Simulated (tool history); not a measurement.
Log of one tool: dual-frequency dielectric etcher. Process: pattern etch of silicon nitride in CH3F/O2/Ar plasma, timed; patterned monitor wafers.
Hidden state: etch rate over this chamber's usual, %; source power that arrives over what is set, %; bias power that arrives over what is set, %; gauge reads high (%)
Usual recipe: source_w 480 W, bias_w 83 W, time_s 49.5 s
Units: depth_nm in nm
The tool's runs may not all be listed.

run,hour,source_w,bias_w,time_s,wafers since the last listed run,hours since the last wet clean,hours since the last source power generator calibration,hours since the last bias power generator calibration,hours since the last upper electrode change,hours since the gauge calibration,"read-back reference wafer on the same gauge, depth_nm",depth_nm
1,0.0,480,83,49.5,0,156.4,2511.3,2630.2,5833.9,954.2,37.88,42.15
2,15.6,480,83,49.5,127,172.0,2526.9,2645.8,5849.5,969.8,37.84,41.85
3,35.4,480,83,49.5,162,191.8,2546.7,2665.6,5869.3,989.6,37.91,42.40
4,55.7,480,83,49.5,166,212.1,2567.0,2685.9,5889.6,1009.9,37.87,41.64
5,74.3,560,95,49.5,152,230.7,2585.6,2704.5,5908.2,1028.5,37.98,46.23
6,94.4,560,95,49.5,164,250.8,2605.7,2724.6,5928.3,1048.6,37.85,46.06
# hour 107.4: source power generator calibrated
7,124.2,480,83,49.5,211,280.6,16.8,2754.4,5958.1,1078.4,37.88,41.66
8,156.6,440,83,63.0,265,313.0,49.2,2786.8,5990.5,1110.8,37.83,51.45
9,181.2,480,88,63.0,201,337.6,73.8,2811.4,6015.1,1135.4,37.88,54.15
# hour 200.7: gauge calibrated
10,204.7,480,83,49.5,192,361.1,97.3,2834.9,6038.6,4.0,37.87,41.85
11,234.7,590,83,49.5,245,391.1,127.3,2864.9,6068.6,34.0,37.89,44.64
12,282.6,480,83,42.0,392,439.0,175.2,2912.8,6116.5,81.9,37.83,35.45
13,303.3,480,83,49.5,169,459.7,195.9,2933.5,6137.2,102.6,37.88,41.25
14,339.2,480,83,49.5,294,495.6,231.8,2969.4,6173.1,138.5,37.92,41.38
# hour 345.4: bias power generator calibrated
# hour 460.3: wet clean of the chamber
# hour 465.5: upper electrode replaced
15,466.0,360,89,63.0,766,5.7,358.6,120.6,0.5,265.3,37.97,49.38
16,469.3,520,96,45.0,27,9.0,361.9,123.9,3.8,268.6,37.78,41.94
17,504.3,480,83,49.5,286,44.0,396.9,158.9,38.8,303.6,37.88,41.89
18,527.5,480,83,60.5,190,67.2,420.1,182.1,62.0,326.8,37.94,51.83
19,563.3,440,83,63.0,293,103.0,455.9,217.9,97.8,362.6,37.88,51.73
20,594.1,480,83,63.0,252,133.8,486.7,248.7,128.6,393.4,37.89,53.67
21,624.0,590,90,62.5,244,163.7,516.6,278.6,158.5,423.3,37.89,58.64
22,651.9,580,83,55.0,228,191.6,544.5,306.5,186.4,451.2,37.92,50.08
23,685.3,480,83,49.5,273,225.0,577.9,339.9,219.8,484.6,37.88,41.56
24,700.5,520,83,35.5,124,240.2,593.1,355.1,235.0,499.8,37.87,30.61
25,727.3,480,74,44.5,219,267.0,619.9,381.9,261.8,526.6,37.89,36.03
26,758.0,480,83,49.5,251,297.7,650.6,412.6,292.5,557.3,37.93,41.77
27,784.5,480,83,49.5,217,324.2,677.1,439.1,319.0,583.8,37.78,41.31
28,810.5,480,83,40.5,212,350.2,703.1,465.1,345.0,609.8,37.92,33.83
29,824.3,520,68,35.5,113,364.0,716.9,478.9,358.8,623.6,37.90,28.81

Each row is a separate what-if for the run after 29, all from the same tool condition, not one after another. Results?
A,824.7,480,73,49.5,3,364.4,717.3,479.3,359.2,624.0,?,?
B,824.7,420,103,38.5,3,364.4,717.3,479.3,359.2,624.0,?,?
C,824.7,590,68,49.5,3,364.4,717.3,479.3,359.2,624.0,?,?
D,824.7,380,83,49.5,3,364.4,717.3,479.3,359.2,624.0,?,?
E,824.7,570,83,49.5,3,364.4,717.3,479.3,359.2,624.0,?,?

run,"read-back reference wafer on the same gauge, depth_nm",depth_nm
A,37.92,39.69
B,37.92,32.92
C,37.92,41.96
D,37.92,37.96
E,37.92,44.06
Stripped of hidden state, with their random variation kept, the same runs would have yielded:
run,depth_nm
A,40.43
B,33.53
C,42.74
D,38.66
E,44.88

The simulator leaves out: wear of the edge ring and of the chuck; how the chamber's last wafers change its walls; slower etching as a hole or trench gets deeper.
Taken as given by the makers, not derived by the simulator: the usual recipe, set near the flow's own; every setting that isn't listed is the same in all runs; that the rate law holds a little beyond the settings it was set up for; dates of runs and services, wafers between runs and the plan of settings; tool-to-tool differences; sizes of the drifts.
